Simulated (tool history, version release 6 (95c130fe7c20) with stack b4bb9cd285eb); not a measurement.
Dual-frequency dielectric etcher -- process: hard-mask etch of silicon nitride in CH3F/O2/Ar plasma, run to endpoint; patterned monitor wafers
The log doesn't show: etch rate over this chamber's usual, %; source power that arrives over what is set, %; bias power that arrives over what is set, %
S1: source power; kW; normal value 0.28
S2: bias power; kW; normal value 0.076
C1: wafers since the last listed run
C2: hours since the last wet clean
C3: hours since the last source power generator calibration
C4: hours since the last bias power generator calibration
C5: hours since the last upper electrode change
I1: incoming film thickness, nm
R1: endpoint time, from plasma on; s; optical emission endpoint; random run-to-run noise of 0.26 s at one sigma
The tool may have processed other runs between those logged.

run	hour	S1	S2	C1	C2	C3	C4	C5	I1	R1
1	0	0.28	0.076	0	408	2000.7	1396.9	4988.8	49.99	82.3
2	48.7	0.28	0.076	577	456.7	2049.4	1445.6	5037.5	50.03	82.4
3	101.5	0.28	0.062	626	509.5	2102.2	1498.4	5090.3	49.76	88.2
4	159.1	0.28	0.076	683	567.1	2159.8	1556	5147.9	49.31	80.9
# hour 192.9: wet clean of the chamber
5	227.8	0.28	0.076	530	34.9	2228.5	1624.7	5216.6	49.87	81.9
6	271	0.28	0.076	512	78.1	2271.7	1667.9	5259.8	49.56	81.1
7	312.3	0.28	0.076	489	119.4	2313	1709.2	5301.1	49.89	81.6
# hour 375.8: source power generator calibrated
8	383.9	0.28	0.076	801	191	8.1	1780.8	5372.7	49.61	83.3
9	438	0.28	0.076	641	245.1	62.2	1834.9	5426.8	50.08	83.9
10	499.4	0.28	0.076	728	306.5	123.6	1896.3	5488.2	49.78	83.1
# hour 548.8: upper electrode replaced
11	549.3	0.32	0.062	307	356.4	173.5	1946.2	0.5	50.05	85.2
12	599.7	0.28	0.076	597	406.8	223.9	1996.6	50.9	49.64	83
13	644.9	0.28	0.076	535	452	269.1	2041.8	96.1	49.58	82.9
# hour 728.3: wet clean of the chamber
14	728.8	0.28	0.094	710	0.5	353	2125.7	180	49.81	76.6
15	734	0.25	0.057	61	5.7	358.2	2130.9	185.2	50.12	99.6
# hour 787.7: bias power generator calibrated
16	796.8	0.34	0.085	697	68.5	421	9.1	248	49.73	72.1
17	847.2	0.33	0.061	597	118.9	471.4	59.5	298.4	49.47	83.1
18	889.8	0.31	0.071	505	161.5	514	102.1	341	49.53	80.4
19	946.4	0.28	0.076	671	218.1	570.6	158.7	397.6	49.25	82.2
20	991.2	0.22	0.091	531	262.9	615.4	203.5	442.4	49.97	87.2
21	1050.6	0.32	0.091	704	322.3	674.8	262.9	501.8	50.13	72.6

Below are 5 alternative next runs, each starting from the tool's condition after run 21. Predict each:
A	1051	0.28	0.083	4	322.7	675.2	263.3	502.2	50.11	?
B	1051	0.32	0.085	4	322.7	675.2	263.3	502.2	50.11	?
C	1051	0.23	0.09	4	322.7	675.2	263.3	502.2	50.11	?
D	1051	0.28	0.058	4	322.7	675.2	263.3	502.2	50.11	?
E	1051	0.22	0.062	4	322.7	675.2	263.3	502.2	50.11	?

run	R1
A	80.6
B	74.8
C	86
D	93.1
E	102.8
Take away the tool's hidden state, keep each run's random variation, and the runs would have read:
run	R1
A	81.5
B	75.7
C	87.1
D	94.2
E	104.1

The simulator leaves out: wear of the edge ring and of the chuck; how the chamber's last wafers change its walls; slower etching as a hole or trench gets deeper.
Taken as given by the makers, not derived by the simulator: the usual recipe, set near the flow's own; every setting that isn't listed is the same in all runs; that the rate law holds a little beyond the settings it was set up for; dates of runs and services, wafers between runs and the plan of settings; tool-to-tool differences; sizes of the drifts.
